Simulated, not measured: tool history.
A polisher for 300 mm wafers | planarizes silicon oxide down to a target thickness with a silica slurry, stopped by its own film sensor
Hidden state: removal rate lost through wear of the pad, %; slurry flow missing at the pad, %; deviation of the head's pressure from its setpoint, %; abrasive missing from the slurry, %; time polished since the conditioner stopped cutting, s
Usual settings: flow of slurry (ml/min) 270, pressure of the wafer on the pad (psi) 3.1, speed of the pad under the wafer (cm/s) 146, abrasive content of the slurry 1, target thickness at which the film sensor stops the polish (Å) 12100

run     day  flow of slurry (ml/min)  pressure of the wafer on the pad (psi)  speed of the pad under the wafer (cm/s)  abrasive content of the slurry  target thickness at which the film sensor stops the polish (Å)  wafers since the last listed run  wafers polished on this pad  hours since the slurry nozzle was cleaned  hours since the head pressure was calibrated  hours since the slurry blender was calibrated  hours since the conditioning disc was replaced  incoming thickness of the incoming film, nm  time until the film sensor stopped the polish (s)
  1       0                      270                                     3.1                                      146                               1                                                           11650                                 0                         2210                                      157.7                                         380.2                                          210.3                                           145.3                                       1375.1                                               85.5
      2.533  -- worn pad replaced by a new one
  2     2.8                      270                                     3.1                                      146                               1                                                           11650                               552                           55                                      224.9                                         447.4                                          277.5                                           212.5                                       1393.9                                                 95
  3   4.204                      270                                     3.1                                      146                               1                                                           11650                               294                          350                                      258.6                                         481.1                                          311.2                                           246.2                                       1379.7                                               91.9
      4.746  -- slurry blender recalibrated
      5.412  -- slurry nozzle cleaned
      6.746  -- conditioning disc replaced and pad reconditioned
      7.771  -- head pressure recalibrated
  4      12                      270                                     3.1                                      146                               1                                                           12390                              1574                         1924                                      158.1                                         101.5                                          174.1                                           126.1                                       1391.8                                               57.4
  5   13.85                      270                                     3.1                                      146                               1                                                           12100                               388                         2312                                      202.5                                         145.9                                          218.5                                           170.5                                       1407.8                                               74.9
  6  15.125                      270                                     3.1                                      146                               1                                                           12100                               267                         2580                                      233.1                                         176.5                                          249.1                                           201.1                                       1373.7                                               64.6
      15.45  -- slurry blender recalibrated
     15.658  -- worn pad replaced by a new one
  7  16.562                      270                                     3.1                                      146                               1                                                           12100                               249                          189                                      267.6                                           211                                           26.7                                           235.6                                       1392.7                                               64.4
     18.421  -- conditioning disc replaced and pad reconditioned
  8  19.129                      270                                     3.1                                      146                               1                                                           12100                               521                          710                                      329.2                                         272.6                                           88.3                                              17                                       1423.4                                               77.4
     19.392  -- slurry nozzle cleaned
  9  20.988                      270                                     3.1                                      146                               1                                                           12100                               381                         1091                                       38.3                                         317.2                                          132.9                                            61.6                                         1401                                                 75
 10  22.788                      270                                     3.1                                      146                               1                                                           12320                               377                         1469                                       81.5                                         360.4                                          176.1                                           104.8                                       1385.4                                               58.7
 11  25.229                      270                                     3.1                                      146                               1                                                           12100                               512                         1981                                      140.1                                           419                                          234.7                                           163.4                                       1401.4                                               75.6
 12  26.325                      270                                     3.1                                      146                               1                                                           12100                               229                         2211                                      166.4                                         445.3                                            261                                           189.7                                       1400.9                                               77.9
 13  27.588                      210                                     3.1                                      126                               1                                                           12600                               264                         2476                                      196.7                                         475.6                                          291.3                                             220                                       1396.1                                               64.4
     28.371  -- slurry blender recalibrated
     28.421  -- head pressure recalibrated
 14  28.683                      300                                     3.4                                      146                            1.25                                                           12100                               202                         2678                                        223                                           6.3                                            7.5                                           246.3                                       1406.8                                               52.3
     29.096  -- worn pad replaced by a new one
     30.329  -- slurry nozzle cleaned
     30.833  -- conditioning disc replaced and pad reconditioned
 15  30.854                      270                                     3.6                                      146                               1                                                           12290                               394                          342                                       12.6                                          58.4                                           59.6                                             0.5                                       1396.9                                               50.9
 16  33.733                      365                                     2.8                                      164                            1.25                                                           12100                               604                          946                                       81.7                                         127.5                                          128.7                                            69.6                                         1416                                               68.6
 17  36.654                      270                                     2.8                                      184                               1                                                           12100                               612                         1559                                      151.8                                         197.6                                          198.8                                           139.7                                       1405.8                                               68.8
 18  38.917                      270                                     3.1                                      146                               1                                                           12100                               474                         2034                                      206.1                                         251.9                                          253.1                                             194                                       1377.8                                               66.7
     39.267  -- slurry blender recalibrated
     40.438  -- worn pad replaced by a new one
 19  41.771                      305                                     3.1                                      146                             0.9                                                           12100                               546                          279                                      274.6                                         320.4                                           60.1                                           262.5                                       1409.6                                               82.2
     42.146  -- conditioning disc replaced and pad reconditioned
 20  43.254                      325                                     3.6                                      174                               1                                                           12720                               293                          573                                      310.2                                           356                                           95.7                                            26.6                                       1397.9                                               37.8
     44.175  -- slurry nozzle cleaned
 21  45.729                      330                                     3.1                                      146                            1.25                                                           12100                               510                         1084                                       37.3                                         415.4                                          155.1                                              86                                       1407.2                                               69.7
     46.692  -- head pressure recalibrated
 22  47.838                      270                                     3.1                                      146                            0.75                                                           11590                               424                         1508                                       87.9                                          27.5                                          205.7                                           136.6                                       1379.6                                              102.8
       51.1  -- worn pad replaced by a new one
     51.671  -- slurry blender recalibrated
 23  54.412                      195                                     3.1                                      124                            0.75                                                           12100                              1327                          677                                      245.7                                         185.3                                           65.8                                           294.4                                       1401.7                                               96.7
     54.842  -- slurry nozzle cleaned
      55.35  -- conditioning disc replaced and pad reconditioned
 24  55.558                      270                                     4.1                                      112                             0.8                                                           11670                               214                          891                                       17.2                                         212.8                                           93.3                                               5                                       1406.9                                               91.1

Hidden state at the last listed run before each entry between runs and at the first one after, where it differs:
Between runs 1 and 2: worn pad replaced by a new one (day 2.533)
  deviation of the head's pressure from its setpoint, %: -4.64 -> -7.26; abrasive missing from the slurry, %: 21 -> 22.2
  measured less the result without the state, time until the film sensor stopped the polish (s): +15.2 -> +19.9
Between runs 3 and 4: slurry blender recalibrated (day 4.746); slurry nozzle cleaned (day 5.412); conditioning disc replaced and pad reconditioned (day 6.746); head pressure recalibrated (day 7.771)
  deviation of the head's pressure from its setpoint, %: -8.74 -> -0.344; abrasive missing from the slurry, %: 22.6 -> 18.4
  measured less the result without the state, time until the film sensor stopped the polish (s): +20.6 -> +6.9
Between runs 6 and 7: slurry blender recalibrated (day 15.45); worn pad replaced by a new one (day 15.658)
  deviation of the head's pressure from its setpoint, %: -1.33 -> -1.96; abrasive missing from the slurry, %: 20.3 -> 5.78
  measured less the result without the state, time until the film sensor stopped the polish (s): +9.3 -> +3.4
Between runs 7 and 8: conditioning disc replaced and pad reconditioned (day 18.421)
  deviation of the head's pressure from its setpoint, %: -1.96 -> -3.36; abrasive missing from the slurry, %: 5.78 -> 13.4
  measured less the result without the state, time until the film sensor stopped the polish (s): +3.4 -> +8.8
Between runs 8 and 9: slurry nozzle cleaned (day 19.392)
  deviation of the head's pressure from its setpoint, %: -3.36 -> -4.6; abrasive missing from the slurry, %: 13.4 -> 16.5
  measured less the result without the state, time until the film sensor stopped the polish (s): +8.8 -> +11
Between runs 13 and 14: slurry blender recalibrated (day 28.371); head pressure recalibrated (day 28.421)
  deviation of the head's pressure from its setpoint, %: -10.5 -> -1.36; abrasive missing from the slurry, %: 20.9 -> 1.73
  measured less the result without the state, time until the film sensor stopped the polish (s): +14.7 -> +1.2
Between runs 14 and 15: worn pad replaced by a new one (day 29.096); slurry nozzle cleaned (day 30.329); conditioning disc replaced and pad reconditioned (day 30.833)
  deviation of the head's pressure from its setpoint, %: -1.36 -> -1.52; abrasive missing from the slurry, %: 1.73 -> 9.88
  measured less the result without the state, time until the film sensor stopped the polish (s): +1.2 -> +3.8
Between runs 18 and 19: slurry blender recalibrated (day 39.267); worn pad replaced by a new one (day 40.438)
  deviation of the head's pressure from its setpoint, %: -4.35 -> -6.2; abrasive missing from the slurry, %: 19.9 -> 11.6
  measured less the result without the state, time until the film sensor stopped the polish (s): +11.1 -> +10.9
Between runs 19 and 20: conditioning disc replaced and pad reconditioned (day 42.146)
  deviation of the head's pressure from its setpoint, %: -6.2 -> -7.33; abrasive missing from the slurry, %: 11.6 -> 15.1
  measured less the result without the state, time until the film sensor stopped the polish (s): +10.9 -> +6.1
Between runs 20 and 21: slurry nozzle cleaned (day 44.175)
  deviation of the head's pressure from its setpoint, %: -7.33 -> -9.49; abrasive missing from the slurry, %: 15.1 -> 18.7
  measured less the result without the state, time until the film sensor stopped the polish (s): +6.1 -> +13.2
Between runs 21 and 22: head pressure recalibrated (day 46.692)
  deviation of the head's pressure from its setpoint, %: -9.49 -> 0.808; abrasive missing from the slurry, %: 18.7 -> 20.5
  measured less the result without the state, time until the film sensor stopped the polish (s): +13.2 -> +15.4
Between runs 22 and 23: worn pad replaced by a new one (day 51.1); slurry blender recalibrated (day 51.671)
  deviation of the head's pressure from its setpoint, %: 0.808 -> -0.776; abrasive missing from the slurry, %: 20.5 -> 11.4
  measured less the result without the state, time until the film sensor stopped the polish (s): +15.4 -> +8.6
Between runs 23 and 24: slurry nozzle cleaned (day 54.842); conditioning disc replaced and pad reconditioned (day 55.35)
  deviation of the head's pressure from its setpoint, %: -0.776 -> -1.29; abrasive missing from the slurry, %: 11.4 -> 14
  measured less the result without the state, time until the film sensor stopped the polish (s): +8.6 -> +10.1

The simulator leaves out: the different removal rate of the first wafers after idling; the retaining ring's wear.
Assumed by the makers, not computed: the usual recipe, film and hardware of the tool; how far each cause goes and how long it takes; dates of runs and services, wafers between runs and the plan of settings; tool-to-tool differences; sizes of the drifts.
